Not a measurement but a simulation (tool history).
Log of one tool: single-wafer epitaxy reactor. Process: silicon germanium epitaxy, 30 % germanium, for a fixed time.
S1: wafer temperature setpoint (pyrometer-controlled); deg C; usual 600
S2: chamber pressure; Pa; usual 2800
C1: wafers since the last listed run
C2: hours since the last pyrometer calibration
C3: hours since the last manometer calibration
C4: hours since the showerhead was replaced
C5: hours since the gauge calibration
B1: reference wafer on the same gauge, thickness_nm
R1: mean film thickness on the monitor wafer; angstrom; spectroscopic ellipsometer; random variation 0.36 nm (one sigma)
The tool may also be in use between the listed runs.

run	hour	S1	S2	C1	C2	C3	C4	C5	B1	R1
1	0	600	2800	0	1054.6	1045.5	5670.6	75	74.76	631.53
2	27	600	2800	401	1081.6	1072.5	5697.6	102	75.058	635.62
3	65.7	600	2253	575	1120.3	1111.2	5736.3	140.7	75.157	596.49
4	123.1	600	2253	853	1177.7	1168.6	5793.7	198.1	75.568	608.81
5	181.9	600	2253	874	1236.5	1227.4	5852.5	256.9	75.858	600.62
6	242.9	591	2493	907	1297.5	1288.4	5913.5	317.9	76.1	537.67
7	297.1	591	2493	806	1351.7	1342.6	5967.7	372.1	76.365	537.19
8	511.3	589	2800	3186	1565.9	1556.8	6181.9	586.3	76.827	541.85
# hour 532.7: pyrometer calibrated
9	574.5	589	2800	821	41.8	1620	6245.1	649.5	76.854	546.03
10	610.8	600	2560	540	78.1	1656.3	6281.4	685.8	76.925	634.96
11	701.5	600	2560	1349	168.8	1747	6372.1	776.5	77.07	634.2
# hour 730.6: showerhead replaced
12	748.2	600	2800	575	215.5	1793.7	17.6	823.2	77.259	653.19
13	777.2	600	2800	431	244.5	1822.7	46.6	852.2	77.033	656.24
14	809	600	2800	473	276.3	1854.5	78.4	884	77.287	652.51
15	848.4	600	2800	586	315.7	1893.9	117.8	923.4	77.037	654.59
16	916.5	600	2800	1013	383.8	1962	185.9	991.5	77.196	648.14
17	986.8	589	3200	1045	454.1	2032.3	256.2	1061.8	77.312	569.32
18	1021.9	610	2440	522	489.2	2067.4	291.3	1096.9	77.232	736.35
19	1049.3	604	3213	407	516.6	2094.8	318.7	1124.3	77.42	724.67
20	1099.4	614	2106	745	566.7	2144.9	368.8	1174.4	77.521	756
21	1139.6	600	2800	598	606.9	2185.1	409	1214.6	77.537	656.03
# hour 1166.7: gauge calibrated
22	1193.2	604	3386	797	660.5	2238.7	462.6	26.5	74.526	708.18
23	1257.6	600	2253	958	724.9	2303.1	527	90.9	75.006	597.5
24	1308.1	593	3120	751	775.4	2353.6	577.5	141.4	75.367	586.03
# hour 1319: capacitance manometer re-zeroed and calibrated
25	1364.7	593	3120	723	832	45.7	634.1	198	75.681	586.42
26	1414	600	2800	733	881.3	95	683.4	247.3	75.822	636.12
27	1438.3	596	2226	361	905.6	119.3	707.7	271.6	76.024	564.39
28	1500.1	594	2333	919	967.4	181.1	769.5	333.4	76.174	557.64
29	1562.5	595	2213	928	1029.8	243.5	831.9	395.8	76.396	562.74
30	1626.7	595	3213	955	1094	307.7	896.1	460	76.69	621.78
31	1692.6	591	3120	980	1159.9	373.6	962	525.9	76.87	578.96
32	1762.1	588	2106	1034	1229.4	443.1	1031.5	595.4	76.935	498.89

The same runs without the tool's hidden state, with the same run-to-run variation:
The hidden state here: wafer temperature above the value expected at the setpoint (K); true pressure above the setpoint (%); gauge reads high (%).
run	R1
1	629.71
2	632.21
3	591.36
4	601.01
5	590.7
6	527.05
7	525.24
8	526.05
9	529.34
10	615.11
11	613.43
12	631.37
13	634.08
14	630.24
15	631.98
16	625.35
17	549
18	709.9
19	698.52
20	728.5
21	632.04
22	709.01
23	594.36
24	580.45
25	578.4
26	625.43
27	554.12
28	545.73
29	549.2
30	605.36
31	562.5
32	483.82
